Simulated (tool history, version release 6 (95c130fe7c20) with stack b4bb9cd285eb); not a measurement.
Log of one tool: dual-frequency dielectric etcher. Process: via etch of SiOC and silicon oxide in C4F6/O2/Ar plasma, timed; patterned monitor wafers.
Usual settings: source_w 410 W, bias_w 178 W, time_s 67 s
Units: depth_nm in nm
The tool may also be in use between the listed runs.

| run | hour | source_w | bias_w | time_s | wafers since the last listed run | hours since the last wet clean | hours since the last source power generator calibration | hours since the last bias power generator calibration | hours since the last upper electrode change | hours since the gauge calibration | read-back reference wafer on the same gauge, depth_nm | depth_nm |
|---|---|---|---|---|---|---|---|---|---|---|---|---|
| 1 | 0 | 410 | 178 | 54 | 0 | 292.3 | 1702 | 1556.3 | 2998.9 | 253.7 | 62.9 | 57.6 |
| 2 | 18.7 | 410 | 178 | 67 | 181 | 311 | 1720.7 | 1575 | 3017.6 | 272.4 | 62.9 | 71.4 |
| 3 | 43.1 | 410 | 178 | 67 | 236 | 335.4 | 1745.1 | 1599.4 | 3042 | 296.8 | 62.9 | 71.2 |
| 4 | 71.8 | 410 | 178 | 67 | 278 | 364.1 | 1773.8 | 1628.1 | 3070.7 | 325.5 | 62.9 | 70.6 |
| 5 | 84.9 | 410 | 178 | 67 | 126 | 377.2 | 1786.9 | 1641.2 | 3083.8 | 338.6 | 62.9 | 71.3 |
| 6 | 105.7 | 410 | 178 | 67 | 201 | 398 | 1807.7 | 1662 | 3104.6 | 359.4 | 62.9 | 71.5 |
| 7 | 134 | 430 | 178 | 57 | 274 | 426.3 | 1836 | 1690.3 | 3132.9 | 387.7 | 63 | 61.3 |
|  | 174.4 | wet clean of the chamber |
| 8 | 174.9 | 430 | 178 | 57 | 163 | 0.5 | 1876.9 | 1731.2 | 3173.8 | 428.6 | 62.9 | 62.4 |
| 9 | 196.7 | 430 | 178 | 57 | 211 | 22.3 | 1898.7 | 1753 | 3195.6 | 450.4 | 62.8 | 62.7 |
|  | 250.1 | source power generator calibrated |
| 10 | 300.5 | 410 | 178 | 51.5 | 966 | 126.1 | 50.4 | 1856.8 | 3299.4 | 554.2 | 62.9 | 54.8 |
| 11 | 331.5 | 410 | 218 | 67 | 300 | 157.1 | 81.4 | 1887.8 | 3330.4 | 585.2 | 62.9 | 74.8 |
| 12 | 354.1 | 440 | 178 | 77.5 | 218 | 179.7 | 104 | 1910.4 | 3353 | 607.8 | 62.9 | 85.1 |
| 13 | 389.1 | 310 | 178 | 74.5 | 339 | 214.7 | 139 | 1945.4 | 3388 | 642.8 | 62.9 | 69.9 |
|  | 398.3 | gauge calibrated |
| 14 | 416.8 | 320 | 178 | 67 | 268 | 242.4 | 166.7 | 1973.1 | 3415.7 | 18.5 | 63 | 63.7 |
|  | 461.8 | upper electrode replaced, of another model than before |
| 15 | 462.3 | 350 | 162 | 48.5 | 208 | 287.9 | 212.2 | 2018.6 | 0.5 | 64 | 62.9 | 48.7 |
| 16 | 478.7 | 320 | 178 | 57 | 158 | 304.3 | 228.6 | 2035 | 16.9 | 80.4 | 62.9 | 56.5 |
| 17 | 492.5 | 410 | 166 | 67 | 133 | 318.1 | 242.4 | 2048.8 | 30.7 | 94.2 | 62.9 | 69.7 |
| 18 | 507.6 | 410 | 178 | 67 | 146 | 333.2 | 257.5 | 2063.9 | 45.8 | 109.3 | 62.9 | 70.7 |
|  | 533.4 | bias power generator calibrated |
|  | 553.3 | wet clean of the chamber |
| 19 | 553.8 | 330 | 221 | 67 | 215 | 0.5 | 303.7 | 20.4 | 92 | 155.5 | 62.9 | 71.6 |
| 20 | 554.2 | 410 | 178 | 67 | 3 | 0.9 | 304.1 | 20.8 | 92.4 | 155.9 | 62.8 | 73.1 |
| 21 | 567.3 | 410 | 199 | 67 | 126 | 14 | 317.2 | 33.9 | 105.5 | 169 | 62.9 | 73.6 |
| 22 | 593.5 | 500 | 213 | 61.5 | 253 | 40.2 | 343.4 | 60.1 | 131.7 | 195.2 | 62.9 | 72.2 |
| 23 | 625.5 | 340 | 214 | 67 | 310 | 72.2 | 375.4 | 92.1 | 163.7 | 227.2 | 63 | 71.3 |
| 24 | 713.5 | 360 | 178 | 67 | 852 | 160.2 | 463.4 | 180.1 | 251.7 | 315.2 | 62.9 | 69.8 |
| 25 | 737.3 | 460 | 178 | 67 | 230 | 184 | 487.2 | 203.9 | 275.5 | 339 | 62.9 | 74.4 |
| 26 | 762.2 | 410 | 136 | 82.5 | 241 | 208.9 | 512.1 | 228.8 | 300.4 | 363.9 | 62.9 | 85 |
| 27 | 792.1 | 410 | 178 | 67 | 289 | 238.8 | 542 | 258.7 | 330.3 | 393.8 | 62.9 | 71.8 |
| 28 | 810.5 | 480 | 199 | 53 | 178 | 257.2 | 560.4 | 277.1 | 348.7 | 412.2 | 62.9 | 60.4 |
| 29 | 841.4 | 410 | 178 | 54 | 299 | 288.1 | 591.3 | 308 | 379.6 | 443.1 | 62.9 | 57.7 |
| 30 | 853.9 | 410 | 178 | 67 | 121 | 300.6 | 603.8 | 320.5 | 392.1 | 455.6 | 62.8 | 71.5 |

Some steps in depth_nm between neighbouring runs. How much of each would the tool show without its hidden state too (settings, what came in, random variation), and how much is left for the hidden state, with any gauge scatter that isn't in both results?
The hidden state here: etch rate over this chamber's usual, %; source power that arrives over what is set, %; bias power that arrives over what is set, %; gauge reads high (%).
Run 7 -> 8: wet clean of the chamber. depth_nm +1.1 nm: hidden state +1.2, all else -0.1.
Run 9 -> 10: source_w 430 -> 410, time_s 57 -> 51.5, source power generator calibrated. depth_nm -7.9 nm: hidden state -0.4, all else -7.5.
Run 10 -> 11: bias_w 178 -> 218, time_s 51.5 -> 67. depth_nm +20 nm: hidden state -0.4, all else +20.4.
Run 12 -> 13: source_w 440 -> 310, time_s 77.5 -> 74.5. depth_nm -15.2 nm: hidden state +0.1, all else -15.3.
Run 14 -> 15: source_w 320 -> 350, bias_w 178 -> 162, time_s 67 -> 48.5, upper electrode replaced, of another model than before. depth_nm -15 nm: hidden state +0.1, all else -15.1.
Run 18 -> 19: source_w 410 -> 330, bias_w 178 -> 221, bias power generator calibrated, wet clean of the chamber. depth_nm +0.9 nm: hidden state +1.9, all else -1.

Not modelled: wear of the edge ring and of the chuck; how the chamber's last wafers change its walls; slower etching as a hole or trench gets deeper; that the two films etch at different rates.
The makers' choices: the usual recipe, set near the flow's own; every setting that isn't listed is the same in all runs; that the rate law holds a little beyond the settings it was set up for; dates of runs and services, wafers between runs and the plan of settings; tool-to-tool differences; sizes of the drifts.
